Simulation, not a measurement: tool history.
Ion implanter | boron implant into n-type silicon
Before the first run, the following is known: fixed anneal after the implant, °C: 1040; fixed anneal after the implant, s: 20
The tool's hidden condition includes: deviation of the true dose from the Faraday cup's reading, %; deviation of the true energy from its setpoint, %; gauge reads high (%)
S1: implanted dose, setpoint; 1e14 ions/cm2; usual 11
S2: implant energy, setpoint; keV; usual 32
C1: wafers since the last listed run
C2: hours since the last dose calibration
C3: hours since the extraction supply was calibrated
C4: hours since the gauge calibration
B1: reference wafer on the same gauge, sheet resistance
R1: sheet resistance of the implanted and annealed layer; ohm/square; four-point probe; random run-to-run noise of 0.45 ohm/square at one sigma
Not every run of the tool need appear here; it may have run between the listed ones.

run      day     S1    S2    C1     C2      C3      C4     B1      R1
  1        0     11    32     0  247.6  1296.3  2116.7  73.33   90.61
  2    3.583     11    32  1598  333.6  1382.3  2202.7  73.26   91.17
  3    6.783     11    32  1427  410.4  1459.1  2279.5  73.29   90.54
  4   11.217     11    32  1978  516.8  1565.5  2385.9   73.3   90.43
  5   15.158   10.1    32  1758  611.4  1660.1  2480.5  73.31   97.95
  6   17.746     11    38  1154  673.5  1722.2  2542.6  73.43   90.15
      22.104  -- Faraday cup replaced and dose calibrated
  7   22.133     11  40.5  1808    0.7  1827.5  2647.9  73.21   89.38
  8   25.596     11  40.5  1544   83.8  1910.6    2731  73.29   89.13
  9   29.188     11  40.5  1602    170  1996.8  2817.2  73.18   89.65
      30.525  -- extraction supply calibrated
 10   31.475  12.64    32   871  224.9    22.8  2872.1  73.38   81.04
 11   35.117  12.64    32  1624  312.3   110.2  2959.5  73.36   80.45
 12   37.492  12.64    32  1059  369.3   167.2  3016.5  73.35   80.08
 13   39.704   9.64    32   987  422.4   220.3  3069.6  73.34  102.18
 14   41.746   9.64    32   910  471.4   269.3  3118.6   73.3  101.23
 15   45.217   9.64    32  1548  554.7   352.6  3201.9  73.26  101.54
 16   48.721     11    32  1563  638.8   436.7    3286  73.32   90.63
 17   53.096     12  37.5  1952  743.8   541.7    3391  73.33   83.54
 18   54.821     11    32   769  785.2   583.1  3432.4  73.38   90.26
      56.067  -- Faraday cup replaced and dose calibrated
 19   59.012   8.18    42  1721   70.7   683.7    3533  73.47  113.51
 20   62.792     11    32  1686  161.4   774.4  3623.7  73.27   90.74
 21   66.179     11    32  1511  242.7   855.7    3705  73.27    91.1
 22     69.2   7.98    32  1347  315.2   928.2  3777.5  73.35  119.45
 23   71.929    9.2  28.5  1217  380.7   993.7    3843  73.27  106.66
      73.875  -- gauge calibrated
 24   76.392     11    32  1991  487.8  1100.8    60.4  73.41   90.11
 25   79.996  13.18  38.5  1608  574.3  1187.3   146.9   73.4   76.43
      83.212  -- Faraday cup replaced and dose calibrated
 26   83.233   8.87    43  1295    0.5    1265   224.6  73.24  106.18
 27   87.225     11    32  1781   96.3  1360.8   320.4  73.46    91.5
 28   89.079  12.05    39   827  140.8  1405.3   364.9   73.3   83.48
 29   96.558   7.94  22.5  3337  320.3  1584.8   544.4  73.17  122.68
 30  100.621   8.76  24.5  1812  417.8  1682.3   641.9  73.25  112.12
 31  103.308     11    32  1199  482.3  1746.8   706.4  73.34   91.47
 32  104.908     11    22   713  520.7  1785.2   744.8  73.41   93.87
     105.829  -- extraction supply calibrated
 33  108.121  13.89    32  1284  597.8      55   821.9  73.35   74.64
 34  110.125    9.2    41   894  645.9   103.1     870  73.21  102.62
 35   112.65     11    32  1126  706.5   163.7   930.6  73.22   90.43
 36  114.421  12.01  36.5   790    749   206.2   973.1  73.37   83.82
       117.8  -- Faraday cup replaced and dose calibrated
 37  118.792  13.42    36  1801   23.8   311.1    1078  73.29   76.36
 38  123.904     11    32  2281  146.5   433.8  1200.7  73.28   90.58

What if the next run were any one of these 3? Each begins from the tool's condition after run 38:
  A  123.921     11    32   7  146.9  434.2  1201.1   ?   ?
  B  123.921   8.11  42.5   7  146.9  434.2  1201.1   ?   ?
  C  123.921  12.95    43   7  146.9  434.2  1201.1   ?   ?

run     B1      R1
  A  73.22   90.79
  B  73.22  114.31
  C  73.22    77.3
Without the tool's hidden state the same runs would have given:
run      R1
  A   90.79
  B  114.31
  C    77.3

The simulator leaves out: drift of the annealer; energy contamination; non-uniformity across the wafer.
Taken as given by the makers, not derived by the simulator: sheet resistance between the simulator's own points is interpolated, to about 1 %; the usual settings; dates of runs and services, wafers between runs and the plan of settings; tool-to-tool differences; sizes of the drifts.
